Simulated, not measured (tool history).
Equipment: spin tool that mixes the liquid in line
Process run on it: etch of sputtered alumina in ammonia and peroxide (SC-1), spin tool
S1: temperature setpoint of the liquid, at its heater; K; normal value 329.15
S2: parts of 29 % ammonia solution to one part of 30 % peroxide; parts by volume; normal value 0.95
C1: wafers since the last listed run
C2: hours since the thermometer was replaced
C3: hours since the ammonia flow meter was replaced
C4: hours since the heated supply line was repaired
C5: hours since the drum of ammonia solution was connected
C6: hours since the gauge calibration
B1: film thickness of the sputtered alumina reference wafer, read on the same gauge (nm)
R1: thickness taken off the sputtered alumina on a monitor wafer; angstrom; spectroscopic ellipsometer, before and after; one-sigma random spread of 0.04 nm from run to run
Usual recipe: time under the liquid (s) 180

{"run": 1, "hour": 0.0, "S1": 329.15, "S2": 0.95, "time under the liquid (s)": 180, "C1": 0, "C2": 2268.8, "C3": 324.8, "C4": 2538.4, "C5": 514.9, "C6": 171.6, "B1": 90.01, "R1": 98.0}
{"run": 2, "hour": 10.0, "S1": 329.15, "S2": 0.95, "time under the liquid (s)": 180, "C1": 70, "C2": 2278.8, "C3": 334.8, "C4": 2548.4, "C5": 524.9, "C6": 181.6, "B1": 90.01, "R1": 97.6}
{"run": 3, "hour": 23.8, "S1": 329.15, "S2": 1.2, "time under the liquid (s)": 180, "C1": 97, "C2": 2292.6, "C3": 348.6, "C4": 2562.2, "C5": 538.7, "C6": 195.4, "B1": 90.01, "R1": 99.6}
{"hour": 37.6, "done": "gauge calibrated"}
{"run": 4, "hour": 39.9, "S1": 329.15, "S2": 1.2, "time under the liquid (s)": 180, "C1": 114, "C2": 2308.7, "C3": 364.7, "C4": 2578.3, "C5": 554.8, "C6": 2.3, "B1": 89.98, "R1": 99.8}
{"run": 5, "hour": 48.1, "S1": 329.15, "S2": 1.2, "time under the liquid (s)": 180, "C1": 58, "C2": 2316.9, "C3": 372.9, "C4": 2586.5, "C5": 563.0, "C6": 10.5, "B1": 90.02, "R1": 99.9}
{"hour": 56.6, "done": "ammonia flow meter replaced"}
{"run": 6, "hour": 60.0, "S1": 329.15, "S2": 0.95, "time under the liquid (s)": 180, "C1": 77, "C2": 2328.8, "C3": 3.4, "C4": 2598.4, "C5": 574.9, "C6": 22.4, "B1": 90.0, "R1": 99.0}
{"run": 7, "hour": 71.7, "S1": 329.15, "S2": 0.95, "time under the liquid (s)": 180, "C1": 82, "C2": 2340.5, "C3": 15.1, "C4": 2610.1, "C5": 586.6, "C6": 34.1, "B1": 89.98, "R1": 98.7}
{"run": 8, "hour": 88.8, "S1": 329.15, "S2": 0.95, "time under the liquid (s)": 150, "C1": 121, "C2": 2357.6, "C3": 32.2, "C4": 2627.2, "C5": 603.7, "C6": 51.2, "B1": 90.02, "R1": 81.9}
{"run": 9, "hour": 99.7, "S1": 329.15, "S2": 0.95, "time under the liquid (s)": 150, "C1": 77, "C2": 2368.5, "C3": 43.1, "C4": 2638.1, "C5": 614.6, "C6": 62.1, "B1": 89.99, "R1": 81.7}
{"hour": 104.4, "done": "thermometer replaced"}
{"run": 10, "hour": 117.5, "S1": 329.15, "S2": 0.95, "time under the liquid (s)": 180, "C1": 119, "C2": 13.1, "C3": 60.9, "C4": 2655.9, "C5": 632.4, "C6": 79.9, "B1": 89.96, "R1": 88.3}
{"run": 11, "hour": 124.1, "S1": 329.15, "S2": 0.95, "time under the liquid (s)": 180, "C1": 46, "C2": 19.7, "C3": 67.5, "C4": 2662.5, "C5": 639.0, "C6": 86.5, "B1": 89.99, "R1": 88.6}
{"hour": 135.2, "done": "heated supply line repaired"}
{"run": 12, "hour": 140.9, "S1": 331.65, "S2": 0.95, "time under the liquid (s)": 180, "C1": 112, "C2": 36.5, "C3": 84.3, "C4": 5.7, "C5": 655.8, "C6": 103.3, "B1": 89.99, "R1": 100.9}
{"run": 13, "hour": 155.5, "S1": 332.15, "S2": 0.95, "time under the liquid (s)": 270, "C1": 103, "C2": 51.1, "C3": 98.9, "C4": 20.3, "C5": 670.4, "C6": 117.9, "B1": 90.03, "R1": 155.9}
{"run": 14, "hour": 164.5, "S1": 321.15, "S2": 0.5, "time under the liquid (s)": 80, "C1": 63, "C2": 60.1, "C3": 107.9, "C4": 29.3, "C5": 679.4, "C6": 126.9, "B1": 89.99, "R1": 24.4}
{"run": 15, "hour": 175.0, "S1": 325.65, "S2": 0.6, "time under the liquid (s)": 105, "C1": 74, "C2": 70.6, "C3": 118.4, "C4": 39.8, "C5": 689.9, "C6": 137.4, "B1": 90.04, "R1": 41.4}
{"hour": 181.0, "done": "new drum of ammonia solution connected"}
{"run": 16, "hour": 186.2, "S1": 329.15, "S2": 0.55, "time under the liquid (s)": 130, "C1": 72, "C2": 81.8, "C3": 129.6, "C4": 51.0, "C5": 5.2, "C6": 148.6, "B1": 90.04, "R1": 60.9}
{"run": 17, "hour": 196.8, "S1": 329.15, "S2": 1.1, "time under the liquid (s)": 180, "C1": 75, "C2": 92.4, "C3": 140.2, "C4": 61.6, "C5": 15.8, "C6": 159.2, "B1": 89.99, "R1": 91.1}
{"run": 18, "hour": 204.2, "S1": 329.15, "S2": 0.95, "time under the liquid (s)": 95, "C1": 52, "C2": 99.8, "C3": 147.6, "C4": 69.0, "C5": 23.2, "C6": 166.6, "B1": 90.03, "R1": 47.0}

Estimate the outcome of run 19 from the log above:
{"run": 19, "hour": 220.6, "S1": 333.15, "S2": 0.6, "time under the liquid (s)": 145, "C1": 116, "C2": 116.2, "C3": 164.0, "C4": 85.4, "C5": 39.6, "C6": 183.0, "B1": "?", "R1": "?"}

{"run 19": {"B1": 90.04, "R1": 84.7}}
Take away the tool's hidden state, keep the run-to-run variation as it was, and the same run would have given R1 81.8 angstrom.
